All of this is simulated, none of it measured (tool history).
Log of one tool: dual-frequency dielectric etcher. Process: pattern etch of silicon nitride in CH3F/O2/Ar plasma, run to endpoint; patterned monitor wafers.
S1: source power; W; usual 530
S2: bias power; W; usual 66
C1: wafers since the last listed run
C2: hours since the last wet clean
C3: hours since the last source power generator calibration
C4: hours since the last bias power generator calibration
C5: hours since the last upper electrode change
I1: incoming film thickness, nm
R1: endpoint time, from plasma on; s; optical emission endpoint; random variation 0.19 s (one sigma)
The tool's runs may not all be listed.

Run 1, hour 0: usual settings; C1 0; C2 249; C3 5183.8; C4 3399.2; C5 4312.2; I1 35.63. Result: R1 49.7 s.
Run 2, hour 8.5: usual settings; C1 94; C2 257.5; C3 5192.3; C4 3407.7; C5 4320.7; I1 35.86. Result: R1 50 s.
Run 3, hour 19.4: usual settings; C1 120; C2 268.4; C3 5203.2; C4 3418.6; C5 4331.6; I1 35.99. Result: R1 50 s.
Run 4, hour 28.7: usual settings but S2 57 W; C1 103; C2 277.7; C3 5212.5; C4 3427.9; C5 4340.9; I1 35.43. Result: R1 52.1 s.
Run 5, hour 37.7: usual settings but S1 580 W, S2 62 W; C1 99; C2 286.7; C3 5221.5; C4 3436.9; C5 4349.9; I1 36.07. Result: R1 49.8 s.
Run 6, hour 47.5: usual settings but S2 62 W; C1 108; C2 296.5; C3 5231.3; C4 3446.7; C5 4359.7; I1 35.78. Result: R1 51.1 s.
Run 7, hour 54.9: usual settings but S2 62 W; C1 82; C2 303.9; C3 5238.7; C4 3454.1; C5 4367.1; I1 35.8. Result: R1 50.6 s.
At hour 84.2: upper electrode replaced.
Run 8, hour 84.7: usual settings but S1 600 W, S2 58 W; C1 64; C2 333.7; C3 5268.5; C4 3483.9; C5 0.5; I1 36.15. Result: R1 50.4 s.
Run 9, hour 85: usual settings but S1 440 W, S2 70 W; C1 3; C2 334; C3 5268.8; C4 3484.2; C5 0.8; I1 35.75. Result: R1 52.5 s.
Run 10, hour 88.6: usual settings; C1 39; C2 337.6; C3 5272.4; C4 3487.8; C5 4.4; I1 36.21. Result: R1 51.1 s.
Run 11, hour 103.5: usual settings; C1 165; C2 352.5; C3 5287.3; C4 3502.7; C5 19.3; I1 35.53. Result: R1 49.3 s.
Run 12, hour 112.2: usual settings but S1 600 W, S2 53 W; C1 96; C2 361.2; C3 5296; C4 3511.4; C5 28; I1 35.73. Result: R1 50.9 s.
Run 13, hour 125.6: usual settings but S1 640 W, S2 80 W; C1 148; C2 374.6; C3 5309.4; C4 3524.8; C5 41.4; I1 35.92. Result: R1 43.9 s.
Run 14, hour 142.7: usual settings but S1 650 W, S2 73 W; C1 189; C2 391.7; C3 5326.5; C4 3541.9; C5 58.5; I1 36.14. Result: R1 45.7 s.
Run 15, hour 154: usual settings but S1 620 W, S2 52 W; C1 125; C2 403; C3 5337.8; C4 3553.2; C5 69.8; I1 35.96. Result: R1 51.2 s.
At hour 187.3: bias power generator calibrated.
At hour 191.3: wet clean of the chamber.
At hour 191.5: source power generator calibrated.
Run 16, hour 191.8: usual settings but S1 480 W, S2 77 W; C1 329; C2 0.5; C3 0.3; C4 4.5; C5 107.6; I1 35.67. Result: R1 49.1 s.
Run 17, hour 192.2: usual settings; C1 4; C2 0.9; C3 0.7; C4 4.9; C5 108; I1 36.07. Result: R1 50.7 s.
Run 18, hour 203.4: usual settings but S1 470 W, S2 78 W; C1 124; C2 12.1; C3 11.9; C4 16.1; C5 119.2; I1 35.37. Result: R1 48.7 s.
Run 19, hour 217.3: usual settings but S1 490 W, S2 52 W; C1 154; C2 26; C3 25.8; C4 30; C5 133.1; I1 35.91. Result: R1 55.9 s.
Run 20, hour 226.1: usual settings but S1 630 W; C1 97; C2 34.8; C3 34.6; C4 38.8; C5 141.9; I1 35.84. Result: R1 47.2 s.
Run 21, hour 234.2: usual settings; C1 89; C2 42.9; C3 42.7; C4 46.9; C5 150; I1 35.54. Result: R1 49.7 s.
Run 22, hour 247: usual settings; C1 142; C2 55.7; C3 55.5; C4 59.7; C5 162.8; I1 35.59. Result: R1 49.7 s.

What the log doesn't show, run by run:
etch rate over this chamber's usual, %: 0 in every run
source power that arrives over what is set, %: 0 in every run
bias power that arrives over what is set, %: 0 in every run
